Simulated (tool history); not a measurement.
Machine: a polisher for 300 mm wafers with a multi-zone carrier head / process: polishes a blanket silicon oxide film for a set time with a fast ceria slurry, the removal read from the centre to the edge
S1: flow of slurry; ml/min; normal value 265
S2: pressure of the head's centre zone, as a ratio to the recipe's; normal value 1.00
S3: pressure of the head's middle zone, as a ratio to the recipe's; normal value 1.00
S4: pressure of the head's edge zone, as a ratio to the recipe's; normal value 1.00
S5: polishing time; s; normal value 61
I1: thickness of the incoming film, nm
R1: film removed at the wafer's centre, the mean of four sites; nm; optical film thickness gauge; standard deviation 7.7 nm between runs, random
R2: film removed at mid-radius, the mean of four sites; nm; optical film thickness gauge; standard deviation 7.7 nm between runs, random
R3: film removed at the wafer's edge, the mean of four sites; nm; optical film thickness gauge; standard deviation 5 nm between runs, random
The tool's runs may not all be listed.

Run 1, hour 0.0: usual settings but S3 0.94; I1 1861.5. Result: R1 620.3 nm, R2 588.0 nm, R3 641.0 nm.
At hour 18.8: edge zone pressure recalibrated.
Run 2, hour 53.7: usual settings but S3 0.94; I1 1845.6. Result: R1 602.0 nm, R2 565.3 nm, R3 616.1 nm.
At hour 102.8: centre zone pressure recalibrated.
Run 3, hour 103.7: usual settings; I1 1853.9. Result: R1 594.4 nm, R2 567.0 nm, R3 596.2 nm.
At hour 170.0: worn pad replaced by a new one.
Run 4, hour 173.9: usual settings; I1 1839.1. Result: R1 663.0 nm, R2 637.9 nm, R3 653.1 nm.
Run 5, hour 235.3: usual settings; I1 1829.4. Result: R1 663.7 nm, R2 636.6 nm, R3 648.2 nm.
Run 6, hour 265.3: usual settings; I1 1833.3. Result: R1 650.0 nm, R2 636.0 nm, R3 652.0 nm.
At hour 348.1: slurry nozzle cleaned.
At hour 377.1: edge zone pressure recalibrated.
Run 7, hour 385.0: usual settings but S2 1.07, S4 1.06; I1 1854.0. Result: R1 649.7 nm, R2 609.5 nm, R3 639.2 nm.
Run 8, hour 414.7: usual settings but S2 1.07, S4 1.06; I1 1841.2. Result: R1 649.8 nm, R2 593.0 nm, R3 628.8 nm.
At hour 471.4: carrier head's membrane replaced by a new one.
Run 9, hour 481.4: usual settings but S2 1.07, S4 1.06; I1 1855.4. Result: R1 615.8 nm, R2 561.2 nm, R3 593.4 nm.
At hour 496.9: worn pad replaced by a new one.
Run 10, hour 527.2: usual settings but S1 200 ml/min, S2 1.04; I1 1841.4. Result: R1 643.5 nm, R2 604.1 nm, R3 627.1 nm.
Run 11, hour 585.7: usual settings but S1 190 ml/min, S2 1.11, S3 1.09; I1 1825.6. Result: R1 667.9 nm, R2 650.3 nm, R3 621.9 nm.
Run 12, hour 649.9: usual settings but S1 320 ml/min, S5 69 s; I1 1831.2. Result: R1 721.7 nm, R2 688.8 nm, R3 715.3 nm.
Run 13, hour 702.2: usual settings but S4 0.90; I1 1868.2. Result: R1 612.6 nm, R2 604.9 nm, R3 579.2 nm.
At hour 742.4: edge zone pressure recalibrated.
At hour 799.4: worn pad replaced by a new one.
Run 14, hour 882.2: usual settings; I1 1848.7. Result: R1 650.5 nm, R2 636.7 nm, R3 653.0 nm.
At hour 917.4: centre zone pressure recalibrated.
Run 15, hour 932.0: usual settings; I1 1878.7. Result: R1 638.0 nm, R2 619.1 nm, R3 651.1 nm.
Run 16, hour 997.1: usual settings but S4 1.05; I1 1840.8. Result: R1 606.4 nm, R2 613.7 nm, R3 640.2 nm.
At hour 1025.0: edge zone pressure recalibrated.
Run 17, hour 1043.0: usual settings but S2 1.05; I1 1843.1. Result: R1 647.1 nm, R2 598.8 nm, R3 606.5 nm.
At hour 1049.6: slurry nozzle cleaned.
At hour 1090.0: worn pad replaced by a new one.
Run 18, hour 1090.5: usual settings but S1 300 ml/min, S2 1.11, S4 0.90, S5 82 s; I1 1852.0. Result: R1 1004.1 nm, R2 891.6 nm, R3 868.4 nm.
Run 19, hour 1114.9: usual settings but S3 0.95, S4 1.05; I1 1856.5. Result: R1 673.5 nm, R2 628.4 nm, R3 671.6 nm.
Run 20, hour 1291.1: usual settings but S4 0.89; I1 1872.4. Result: R1 625.0 nm, R2 630.9 nm, R3 608.5 nm.
Run 21, hour 1358.6: usual settings but S2 0.89, S4 1.06, S5 68 s; I1 1837.8. Result: R1 599.0 nm, R2 665.3 nm, R3 682.2 nm.
At hour 1375.5: edge zone pressure recalibrated.
At hour 1389.4: worn pad replaced by a new one.
Run 22, hour 1420.2: usual settings but S1 190 ml/min, S2 1.08, S4 1.03, S5 75 s; I1 1813.9. Result: R1 826.7 nm, R2 745.2 nm, R3 789.4 nm.

Forecast each of these 4 alternatives for the next run:
Run A, hour 1420.6: usual settings; I1 1859.7. Result: R1 ?, R2 ?, R3 ?.
Run B, hour 1420.6: usual settings but S2 1.11; I1 1859.7. Result: R1 ?, R2 ?, R3 ?.
Run C, hour 1420.6: usual settings but S1 305 ml/min, S2 1.06, S3 0.96, S5 67 s; I1 1859.7. Result: R1 ?, R2 ?, R3 ?.
Run D, hour 1420.6: usual settings but S2 0.93, S3 1.07; I1 1859.7. Result: R1 ?, R2 ?, R3 ?.

run     R1     R2     R3
  A  635.4  645.8  646.7
  B  705.9  645.4  646.7
  C  752.9  696.0  719.3
  D  590.9  684.2  646.1
What these runs would have given with no unlogged condition in the tool:
run     R1     R2     R3
  A  646.3  656.8  657.7
  B  717.9  656.4  657.7
  C  765.7  707.8  731.5
  D  601.0  695.9  657.1
